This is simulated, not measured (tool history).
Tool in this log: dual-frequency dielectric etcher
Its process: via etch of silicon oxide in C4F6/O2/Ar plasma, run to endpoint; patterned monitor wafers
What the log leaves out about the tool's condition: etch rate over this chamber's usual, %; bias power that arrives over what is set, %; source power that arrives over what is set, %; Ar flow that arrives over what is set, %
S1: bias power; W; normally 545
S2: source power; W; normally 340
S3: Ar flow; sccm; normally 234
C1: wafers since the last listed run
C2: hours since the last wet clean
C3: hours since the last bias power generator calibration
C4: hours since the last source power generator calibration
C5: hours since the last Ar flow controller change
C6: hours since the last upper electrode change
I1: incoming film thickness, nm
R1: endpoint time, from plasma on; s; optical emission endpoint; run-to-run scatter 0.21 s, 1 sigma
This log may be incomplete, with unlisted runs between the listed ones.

Run 1, day 0: usual settings; C1 0; C2 297.6; C3 2770.6; C4 1842.3; C5 5623.5; C6 1284.7; I1 193.7. Result: R1 42.1 s.
At day 1.817: wet clean of the chamber.
Run 2, day 1.958: usual settings; C1 271; C2 3.4; C3 2817.6; C4 1889.3; C5 5670.5; C6 1331.7; I1 196.3. Result: R1 43 s.
Run 3, day 3.625: usual settings; C1 471; C2 43.4; C3 2857.6; C4 1929.3; C5 5710.5; C6 1371.7; I1 196.3. Result: R1 42.5 s.
Run 4, day 9.596: usual settings but S1 514 W; C1 1689; C2 186.7; C3 3000.9; C4 2072.6; C5 5853.8; C6 1515; I1 196.5. Result: R1 43.8 s.
Run 5, day 11.896: usual settings but S1 514 W; C1 650; C2 241.9; C3 3056.1; C4 2127.8; C5 5909; C6 1570.2; I1 195.7. Result: R1 43.6 s.
Run 6, day 14.642: usual settings but S1 514 W; C1 776; C2 307.8; C3 3122; C4 2193.7; C5 5974.9; C6 1636.1; I1 195.3. Result: R1 43.4 s.
At day 16.254: wet clean of the chamber.
Run 7, day 16.312: usual settings; C1 189; C2 1.4; C3 3162.1; C4 2233.8; C5 6015; C6 1676.2; I1 197.4. Result: R1 43.2 s.
Run 8, day 17.508: usual settings; C1 338; C2 30.1; C3 3190.8; C4 2262.5; C5 6043.7; C6 1704.9; I1 194.6. Result: R1 42.5 s.
Run 9, day 20.171: usual settings; C1 753; C2 94; C3 3254.7; C4 2326.4; C5 6107.6; C6 1768.8; I1 197.3. Result: R1 42.8 s.
Run 10, day 21.504: usual settings but S2 320 W; C1 377; C2 126; C3 3286.7; C4 2358.4; C5 6139.6; C6 1800.8; I1 196.8. Result: R1 43.5 s.
At day 28.838: Ar flow controller replaced.
At day 30.912: upper electrode replaced.
Run 11, day 30.933: usual settings but S2 320 W; C1 2314; C2 352.3; C3 3513; C4 2584.7; C5 50.3; C6 0.5; I1 195.2. Result: R1 43.2 s.
Run 12, day 31.567: usual settings but S3 263 sccm; C1 179; C2 367.5; C3 3528.2; C4 2599.9; C5 65.5; C6 15.7; I1 194.2. Result: R1 43 s.
At day 33.388: wet clean of the chamber.
Run 13, day 33.408: usual settings but S2 300 W; C1 238; C2 0.5; C3 3572.4; C4 2644.1; C5 109.7; C6 59.9; I1 199.2. Result: R1 45.6 s.
Run 14, day 36.579: usual settings but S2 290 W; C1 897; C2 76.6; C3 3648.5; C4 2720.2; C5 185.8; C6 136; I1 195.3. Result: R1 44.4 s.
Run 15, day 38.375: usual settings but S2 270 W, S3 274 sccm; C1 508; C2 119.7; C3 3691.6; C4 2763.3; C5 228.9; C6 179.1; I1 193.5. Result: R1 46 s.
Run 16, day 39.946: usual settings but S3 263 sccm; C1 444; C2 157.4; C3 3729.3; C4 2801; C5 266.6; C6 216.8; I1 194.9. Result: R1 42.7 s.
Run 17, day 42.812: usual settings but S1 667 W, S3 268 sccm; C1 811; C2 226.2; C3 3798.1; C4 2869.8; C5 335.4; C6 285.6; I1 197.8. Result: R1 40.3 s.
Run 18, day 44.004: usual settings but S1 508 W; C1 337; C2 254.8; C3 3826.7; C4 2898.4; C5 364; C6 314.2; I1 197.6. Result: R1 44.2 s.
Run 19, day 45.317: usual settings but S1 442 W, S3 215 sccm; C1 371; C2 286.3; C3 3858.2; C4 2929.9; C5 395.5; C6 345.7; I1 193.5. Result: R1 45.4 s.
At day 45.567: bias power generator calibrated.
At day 45.604: source power generator calibrated.
Run 20, day 46.583: usual settings but S2 270 W, S3 274 sccm; C1 299; C2 316.7; C3 24.4; C4 23.5; C5 425.9; C6 376.1; I1 193.7. Result: R1 46 s.
At day 48.929: wet clean of the chamber.
Run 21, day 50.246: usual settings but S1 639 W, S2 300 W; C1 753; C2 31.6; C3 112.3; C4 111.4; C5 513.8; C6 464; I1 194.1. Result: R1 41.3 s.
Run 22, day 51.854: usual settings but S1 496 W, S2 310 W, S3 271 sccm; C1 455; C2 70.2; C3 150.9; C4 150; C5 552.4; C6 502.6; I1 195. Result: R1 45.7 s.
Run 23, day 53.033: usual settings but S1 508 W; C1 333; C2 98.5; C3 179.2; C4 178.3; C5 580.7; C6 530.9; I1 194.1. Result: R1 43.3 s.

What does the tool deliver on the next run?
Run 24, day 54.758: usual settings but S1 670 W; C1 488; C2 139.9; C3 220.6; C4 219.7; C5 622.1; C6 572.3; I1 195.2. Result: R1 ?.

R1: 39.3 s
Were there no unlogged condition in the tool, this run, its random variation unchanged, would have produced R1 39.3 s.
